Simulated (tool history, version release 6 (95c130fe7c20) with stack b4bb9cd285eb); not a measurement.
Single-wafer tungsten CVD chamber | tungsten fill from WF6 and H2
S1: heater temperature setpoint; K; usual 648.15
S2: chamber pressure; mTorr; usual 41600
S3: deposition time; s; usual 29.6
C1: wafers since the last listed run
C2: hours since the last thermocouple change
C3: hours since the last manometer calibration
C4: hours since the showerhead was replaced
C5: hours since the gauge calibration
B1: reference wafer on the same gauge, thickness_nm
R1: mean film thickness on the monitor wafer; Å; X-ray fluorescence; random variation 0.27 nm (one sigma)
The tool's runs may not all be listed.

Run 1, hour 0: usual settings; C1 0; C2 661.6; C3 1501; C4 5240.5; C5 559.4; B1 64.346. Result: R1 616.59 Å.
At hour 10: capacitance manometer re-zeroed and calibrated.
Run 2, hour 13.2: usual settings; C1 103; C2 674.8; C3 3.2; C4 5253.7; C5 572.6; B1 64.463. Result: R1 639.08 Å.
Run 3, hour 28.4: usual settings; C1 303; C2 690; C3 18.4; C4 5268.9; C5 587.8; B1 64.32. Result: R1 638.32 Å.
Run 4, hour 48.6: usual settings but S1 645.15 K, S3 25.1 s; C1 402; C2 710.2; C3 38.6; C4 5289.1; C5 608; B1 64.395. Result: R1 506.25 Å.
Run 5, hour 65.5: usual settings but S1 645.15 K, S3 25.1 s; C1 337; C2 727.1; C3 55.5; C4 5306; C5 624.9; B1 64.401. Result: R1 507.82 Å.
Run 6, hour 75.9: usual settings but S1 645.15 K, S3 25.1 s; C1 207; C2 737.5; C3 65.9; C4 5316.4; C5 635.3; B1 64.449. Result: R1 508.95 Å.
Run 7, hour 86.5: usual settings but S1 656.15 K, S2 38600 mTorr; C1 211; C2 748.1; C3 76.5; C4 5327; C5 645.9; B1 64.387. Result: R1 707.88 Å.
Run 8, hour 103.2: usual settings but S1 656.15 K, S2 38600 mTorr; C1 333; C2 764.8; C3 93.2; C4 5343.7; C5 662.6; B1 64.323. Result: R1 712.68 Å.
Run 9, hour 119.9: usual settings but S1 656.15 K, S2 38600 mTorr; C1 333; C2 781.5; C3 109.9; C4 5360.4; C5 679.3; B1 64.379. Result: R1 707.32 Å.
Run 10, hour 137.2: usual settings; C1 345; C2 798.8; C3 127.2; C4 5377.7; C5 696.6; B1 64.512. Result: R1 632.39 Å.
At hour 145.3: thermocouple changed; heater temperature recalibrated.
Run 11, hour 145.8: usual settings; C1 11; C2 0.5; C3 135.8; C4 5386.3; C5 705.2; B1 64.519. Result: R1 630.35 Å.
Run 12, hour 161.1: usual settings; C1 305; C2 15.8; C3 151.1; C4 5401.6; C5 720.5; B1 64.477. Result: R1 630.78 Å.
Run 13, hour 172.5: usual settings; C1 227; C2 27.2; C3 162.5; C4 5413; C5 731.9; B1 64.397. Result: R1 632.81 Å.
Run 14, hour 185.8: usual settings but S1 660.15 K, S2 36700 mTorr, S3 24 s; C1 265; C2 40.5; C3 175.8; C4 5426.3; C5 745.2; B1 64.359. Result: R1 601.93 Å.
Run 15, hour 201.1: usual settings; C1 305; C2 55.8; C3 191.1; C4 5441.6; C5 760.5; B1 64.485. Result: R1 631.68 Å.
At hour 214.3: gauge calibrated.
Run 16, hour 215.9: usual settings but S1 659.15 K; C1 295; C2 70.6; C3 205.9; C4 5456.4; C5 1.6; B1 64.433. Result: R1 767.07 Å.
At hour 230: showerhead replaced, of another model than before.
Run 17, hour 233: usual settings but S1 642.15 K, S2 47800 mTorr, S3 24.5 s; C1 181; C2 87.7; C3 223; C4 3; C5 18.7; B1 64.232. Result: R1 498.11 Å.
Run 18, hour 240: usual settings; C1 139; C2 94.7; C3 230; C4 10; C5 25.7; B1 64.415. Result: R1 619.44 Å.
Run 19, hour 247.6: usual settings but S2 51200 mTorr, S3 32.5 s; C1 151; C2 102.3; C3 237.6; C4 17.6; C5 33.3; B1 64.456. Result: R1 768.89 Å.
Run 20, hour 255.9: usual settings but S1 662.15 K, S2 45800 mTorr, S3 24.9 s; C1 165; C2 110.6; C3 245.9; C4 25.9; C5 41.6; B1 64.346. Result: R1 711.35 Å.
Run 21, hour 269.8: usual settings but S1 635.15 K, S2 33100 mTorr, S3 26.5 s; C1 277; C2 124.5; C3 259.8; C4 39.8; C5 55.5; B1 64.47. Result: R1 381.38 Å.
Run 22, hour 281.3: usual settings but S1 633.15 K, S2 37800 mTorr, S3 25.7 s; C1 229; C2 136; C3 271.3; C4 51.3; C5 67; B1 64.388. Result: R1 384.88 Å.
Run 23, hour 296.1: usual settings but S3 33 s; C1 295; C2 150.8; C3 286.1; C4 66.1; C5 81.8; B1 64.363. Result: R1 693.44 Å.
Run 24, hour 312.6: usual settings but S1 662.15 K, S3 31.5 s; C1 329; C2 167.3; C3 302.6; C4 82.6; C5 98.3; B1 64.466. Result: R1 847.87 Å.
Run 25, hour 320.1: usual settings; C1 149; C2 174.8; C3 310.1; C4 90.1; C5 105.8; B1 64.34. Result: R1 621.92 Å.
Run 26, hour 327: usual settings; C1 137; C2 181.7; C3 317; C4 97; C5 112.7; B1 64.371. Result: R1 623.48 Å.
Run 27, hour 334.6: usual settings; C1 151; C2 189.3; C3 324.6; C4 104.6; C5 120.3; B1 64.43. Result: R1 623.01 Å.
Run 28, hour 346.8: usual settings but S3 32 s; C1 243; C2 201.5; C3 336.8; C4 116.8; C5 132.5; B1 64.392. Result: R1 670.86 Å.
Run 29, hour 355.7: usual settings but S1 662.15 K, S3 31.5 s; C1 177; C2 210.4; C3 345.7; C4 125.7; C5 141.4; B1 64.412. Result: R1 844.76 Å.
Run 30, hour 362: usual settings; C1 125; C2 216.7; C3 352; C4 132; C5 147.7; B1 64.502. Result: R1 624.72 Å.
Run 31, hour 376.7: usual settings but S1 656.15 K, S2 34400 mTorr, S3 31.8 s; C1 293; C2 231.4; C3 366.7; C4 146.7; C5 162.4; B1 64.37. Result: R1 691.11 Å.
Run 32, hour 382.8: usual settings; C1 121; C2 237.5; C3 372.8; C4 152.8; C5 168.5; B1 64.335. Result: R1 614.68 Å.
Run 33, hour 391.8: usual settings but S3 32.3 s; C1 179; C2 246.5; C3 381.8; C4 161.8; C5 177.5; B1 64.409. Result: R1 678.28 Å.
Run 34, hour 400.9: usual settings but S2 38800 mTorr, S3 26.5 s; C1 181; C2 255.6; C3 390.9; C4 170.9; C5 186.6; B1 64.515. Result: R1 531.87 Å.
Run 35, hour 415.4: usual settings but S2 34600 mTorr; C1 289; C2 270.1; C3 405.4; C4 185.4; C5 201.1; B1 64.46. Result: R1 558.53 Å.

The tool's hidden state at each run:
wafer temperature above the value expected at the setpoint (K): 0 in every run
gauge reads high (%): 0 in every run
H1: true pressure above the setpoint (%)
run      H1
  1   -8.85
  2  -0.387
  3   -0.65
  4  -0.986
  5   -1.26
  6   -1.42
  7   -1.58
  8   -1.83
  9   -2.06
 10    -2.3
 11   -2.42
 12   -2.62
 13   -2.76
 14   -2.93
 15   -3.11
 16   -3.28
 17   -3.48
 18   -3.55
 19   -3.63
 20   -3.72
 21   -3.87
 22   -3.98
 23   -4.13
 24   -4.29
 25   -4.36
 26   -4.42
 27   -4.49
 28    -4.6
 29   -4.67
 30   -4.73
 31   -4.85
 32    -4.9
 33   -4.97
 34   -5.04
 35   -5.15
